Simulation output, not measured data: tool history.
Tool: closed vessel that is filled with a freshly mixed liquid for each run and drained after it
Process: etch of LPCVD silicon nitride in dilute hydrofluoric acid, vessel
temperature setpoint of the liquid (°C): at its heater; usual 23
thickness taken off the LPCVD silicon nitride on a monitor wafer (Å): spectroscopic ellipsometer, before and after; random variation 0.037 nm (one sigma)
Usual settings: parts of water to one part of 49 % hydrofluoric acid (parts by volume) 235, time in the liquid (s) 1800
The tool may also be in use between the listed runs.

| run | hour | temperature setpoint of the liquid (°C) | parts of water to one part of 49 % hydrofluoric acid (parts by volume) | time in the liquid (s) | wafers since the last listed run | hours since the thermometer was replaced | hours since the hydrofluoric acid flow meter was replaced | hours since the gauge calibration | read-back film thickness of the LPCVD silicon nitride reference wafer, read on the same gauge (nm) | thickness taken off the LPCVD silicon nitride on a monitor wafer (Å) |
|---|---|---|---|---|---|---|---|---|---|---|
| 1 | 0 | 23 | 235 | 2540 | 0 | 2539.6 | 662.6 | 101.7 | 89.999 | 65.67 |
| 2 | 32.6 | 23 | 270 | 1800 | 1338 | 2572.2 | 695.2 | 134.3 | 90.013 | 40.13 |
| 3 | 66 | 23 | 270 | 1800 | 1371 | 2605.6 | 728.6 | 167.7 | 90.002 | 40.15 |
| 4 | 95.4 | 23 | 235 | 1800 | 1207 | 2635 | 758 | 197.1 | 90.015 | 46.76 |
| 5 | 121.4 | 23 | 260 | 2290 | 1067 | 2661 | 784 | 223.1 | 89.991 | 53.24 |
| 6 | 156.3 | 23 | 260 | 2290 | 1433 | 2695.9 | 818.9 | 258 | 90.012 | 53.33 |
| 7 | 170 | 23 | 235 | 1800 | 562 | 2709.6 | 832.6 | 271.7 | 90.002 | 46.22 |
| 8 | 182.6 | 23 | 235 | 1800 | 517 | 2722.2 | 845.2 | 284.3 | 89.99 | 46.26 |
|  | 217.4 | thermometer replaced |
| 9 | 239.1 | 25.5 | 235 | 1470 | 2279 | 21.7 | 901.7 | 340.8 | 89.982 | 44.58 |
| 10 | 275 | 25.5 | 235 | 1470 | 1474 | 57.6 | 937.6 | 376.7 | 90.013 | 43.69 |
| 11 | 305.1 | 25.5 | 235 | 1470 | 1236 | 87.7 | 967.7 | 406.8 | 90.015 | 43.72 |
| 12 | 338.3 | 23 | 235 | 1800 | 1363 | 120.9 | 1000.9 | 440 | 90.012 | 45.69 |
| 13 | 355.9 | 23 | 235 | 1800 | 722 | 138.5 | 1018.5 | 457.6 | 90.011 | 45.97 |
| 14 | 383.4 | 20.5 | 115 | 1460 | 1129 | 166 | 1046 | 485.1 | 89.981 | 63.95 |
| 15 | 409.4 | 23 | 235 | 1800 | 1067 | 192 | 1072 | 511.1 | 89.995 | 46.21 |
| 16 | 425.5 | 23 | 235 | 1800 | 661 | 208.1 | 1088.1 | 527.2 | 90.011 | 46.54 |
| 17 | 455.2 | 18.5 | 190 | 1800 | 1219 | 237.8 | 1117.8 | 556.9 | 90.006 | 42.79 |
|  | 469 | hydrofluoric acid flow meter replaced |
| 18 | 486.8 | 26 | 135 | 2715 | 1256 | 269.4 | 17.8 | 588.5 | 89.994 | 146.61 |
| 19 | 509.7 | 23 | 235 | 1800 | 940 | 292.3 | 40.7 | 611.4 | 90.005 | 46.52 |
| 20 | 536.7 | 23 | 125 | 2270 | 1108 | 319.3 | 67.7 | 638.4 | 89.981 | 106.66 |
| 21 | 563.3 | 23 | 140 | 2435 | 1092 | 345.9 | 94.3 | 665 | 90.005 | 104.17 |
| 22 | 576.1 | 20.5 | 235 | 1395 | 525 | 358.7 | 107.1 | 677.8 | 89.985 | 30.74 |
| 23 | 588.2 | 27.5 | 160 | 1145 | 496 | 370.8 | 119.2 | 689.9 | 89.992 | 56.64 |
|  | 591.1 | gauge calibrated |
| 24 | 618.9 | 24.5 | 115 | 2810 | 1260 | 401.5 | 149.9 | 27.8 | 90.003 | 160.99 |
| 25 | 633.8 | 23 | 335 | 2320 | 611 | 416.4 | 164.8 | 42.7 | 89.997 | 41.64 |
| 26 | 654 | 21.5 | 175 | 1400 | 829 | 436.6 | 185 | 62.9 | 90.013 | 43.27 |
| 27 | 684.3 | 25 | 180 | 1800 | 1244 | 466.9 | 215.3 | 93.2 | 89.99 | 67.87 |
| 28 | 766.5 | 25.5 | 280 | 1800 | 3375 | 549.1 | 297.5 | 175.4 | 90.008 | 45.78 |
| 29 | 782 | 23 | 235 | 1800 | 636 | 564.6 | 313 | 190.9 | 90.009 | 45.76 |
| 30 | 811 | 18.5 | 130 | 2095 | 1190 | 593.6 | 342 | 219.9 | 90.002 | 71.19 |
| 31 | 827.4 | 27.5 | 160 | 1145 | 673 | 610 | 358.4 | 236.3 | 90.004 | 57.23 |

Hidden state at the last listed run before each entry between runs and at the first one after, where it differs:
Between runs 8 and 9: thermometer replaced (hour 217.4)
  no hidden state differs between the two runs
Between runs 17 and 18: hydrofluoric acid flow meter replaced (hour 469)
  no hidden state differs between the two runs
Between runs 23 and 24: gauge calibrated (hour 591.1)
  no hidden state differs between the two runs
